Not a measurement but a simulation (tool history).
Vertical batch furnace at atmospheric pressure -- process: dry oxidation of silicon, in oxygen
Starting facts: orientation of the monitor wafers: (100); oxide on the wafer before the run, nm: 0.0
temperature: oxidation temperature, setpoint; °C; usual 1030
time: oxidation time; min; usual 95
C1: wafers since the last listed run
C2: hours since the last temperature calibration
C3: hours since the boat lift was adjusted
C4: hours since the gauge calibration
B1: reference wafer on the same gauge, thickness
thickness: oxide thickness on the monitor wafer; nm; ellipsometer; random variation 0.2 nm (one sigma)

run 1 day=0 | temperature=1036 time=95 | C1=0 C2=1557 C3=3239.2 C4=558 | B1=71.19 | thickness=92.68
run 2 day=7.521 | temperature=1036 time=95 | C1=2463 C2=1737.5 C3=3419.7 C4=738.5 | B1=71.17 | thickness=92.67
run 3 day=10.404 | temperature=1030 time=105 | C1=944 C2=1806.7 C3=3488.9 C4=807.7 | B1=71.22 | thickness=94.5
run 4 day=11.842 | temperature=1030 time=105 | C1=470 C2=1841.2 C3=3523.4 C4=842.2 | B1=71.21 | thickness=94.59
run 5 day=14.438 | temperature=1013 time=80.5 | C1=850 C2=1903.5 C3=3585.7 C4=904.5 | B1=71.23 | thickness=67.77
run 6 day=16.817 | temperature=1030 time=95 | C1=779 C2=1960.6 C3=3642.8 C4=961.6 | B1=71.15 | thickness=88.41
run 7 day=18.846 | temperature=1030 time=95 | C1=664 C2=2009.3 C3=3691.5 C4=1010.3 | B1=71.23 | thickness=88.42
-- day=19.917 boat lift adjusted
run 8 day=20.904 | temperature=1030 time=95 | C1=346 C2=2058.7 C3=23.7 C4=1059.7 | B1=71.2 | thickness=88.27
-- day=21.242 gauge calibrated
run 9 day=22.238 | temperature=1030 time=66 | C1=436 C2=2090.7 C3=55.7 C4=23.9 | B1=71.18 | thickness=69.56
run 10 day=24.817 | temperature=1030 time=66 | C1=844 C2=2152.6 C3=117.6 C4=85.8 | B1=71.18 | thickness=69.44
run 11 day=26.075 | temperature=1030 time=95 | C1=412 C2=2182.8 C3=147.8 C4=116 | B1=71.18 | thickness=88.34
run 12 day=27.688 | temperature=1030 time=95 | C1=528 C2=2221.5 C3=186.5 C4=154.7 | B1=71.23 | thickness=88.1
run 13 day=28.804 | temperature=1050 time=53 | C1=365 C2=2248.3 C3=213.3 C4=181.5 | B1=71.23 | thickness=71.4
run 14 day=30.317 | temperature=1042 time=114 | C1=495 C2=2284.6 C3=249.6 C4=217.8 | B1=71.19 | thickness=110.3
run 15 day=32.879 | temperature=1030 time=123 | C1=839 C2=2346.1 C3=311.1 C4=279.3 | B1=71.22 | thickness=105.06
-- day=34.75 thermocouples replaced and temperature profile calibrated
run 16 day=34.771 | temperature=1030 time=95 | C1=292 C2=0.5 C3=356.5 C4=324.7 | B1=71.18 | thickness=90.79
run 17 day=35.808 | temperature=1030 time=95 | C1=339 C2=25.4 C3=381.4 C4=349.6 | B1=71.21 | thickness=90.36
run 18 day=37.767 | temperature=1030 time=58 | C1=641 C2=72.4 C3=428.4 C4=396.6 | B1=71.23 | thickness=65.71
run 19 day=40.529 | temperature=1012 time=121 | C1=904 C2=138.7 C3=494.7 C4=462.9 | B1=71.18 | thickness=90.81
run 20 day=44 | temperature=1030 time=68 | C1=1136 C2=222 C3=578 C4=546.2 | B1=71.23 | thickness=72.97
-- day=45.283 thermocouples replaced and temperature profile calibrated, repeated, since the last time left the tool worse
run 21 day=45.975 | temperature=1038 time=114 | C1=319 C2=16.6 C3=625.4 C4=593.6 | B1=71.18 | thickness=104.28
run 22 day=48.075 | temperature=1014 time=54.5 | C1=687 C2=67 C3=675.8 C4=644 | B1=71.2 | thickness=51.89
run 23 day=49.888 | temperature=1017 time=61 | C1=593 C2=110.5 C3=719.3 C4=687.5 | B1=71.22 | thickness=57.43

Run 24 comes next. What will it give?
run 24 day=51.183 | temperature=1030 time=132 | C1=424 C2=141.6 C3=750.4 C4=718.6 | B1=? | thickness=?

B1: 71.17
thickness: 107.5 nm
On a tool with no hidden condition, and with the same random variation, this run would have come out at thickness 106.95 nm.
